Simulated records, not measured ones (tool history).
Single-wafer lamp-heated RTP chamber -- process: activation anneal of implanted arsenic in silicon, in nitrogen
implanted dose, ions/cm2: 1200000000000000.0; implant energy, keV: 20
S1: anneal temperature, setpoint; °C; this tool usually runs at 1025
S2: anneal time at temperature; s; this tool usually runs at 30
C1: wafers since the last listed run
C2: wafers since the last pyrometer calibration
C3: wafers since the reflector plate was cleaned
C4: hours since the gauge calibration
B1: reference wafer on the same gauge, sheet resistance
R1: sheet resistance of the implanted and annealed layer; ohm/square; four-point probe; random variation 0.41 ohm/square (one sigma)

run	hour	S1	S2	C1	C2	C3	C4	B1	R1
1	0.0	1025	24	0	4246	4651	628.4	115.90	106.57
# hour 46.8: reflector plate cleaned
2	59.6	1011	30	687	4933	170	688.0	116.11	108.98
3	99.2	1011	30	527	5461	698	727.6	115.79	109.07
4	136.1	1038	30	491	5953	1190	764.5	115.90	101.07
# hour 163.6: pyrometer window cleaned and pyrometer calibrated
5	177.3	1025	19	442	182	1632	805.7	115.89	111.54
# hour 230.9: gauge calibrated
6	280.6	1032	20	1376	1559	3009	49.7	115.95	108.96
7	344.3	1032	20	849	2408	3858	113.4	116.11	107.19
8	425.4	1032	20	1080	3489	4939	194.5	116.11	107.30
# hour 505.7: reflector plate cleaned
# hour 741.1: pyrometer window cleaned and pyrometer calibrated
9	741.6	1039	30	4001	6	3038	510.7	116.00	101.68
10	806.3	1039	30	862	868	3900	575.4	115.87	101.96
11	901.0	1025	30	1262	2131	5162	670.1	115.98	103.52
# hour 938.5: reflector plate cleaned
12	964.1	1025	30	734	2865	341	733.2	116.01	105.88

What will run 13 give?
13	1033.3	1010	24	922	3787	1263	802.4	?	?

Run 13 measured B1 115.90, R1 112.61 ohm/square.
With the hidden condition absent and the run-to-run variation left alone, this run would have shown R1 115.03 ohm/square.

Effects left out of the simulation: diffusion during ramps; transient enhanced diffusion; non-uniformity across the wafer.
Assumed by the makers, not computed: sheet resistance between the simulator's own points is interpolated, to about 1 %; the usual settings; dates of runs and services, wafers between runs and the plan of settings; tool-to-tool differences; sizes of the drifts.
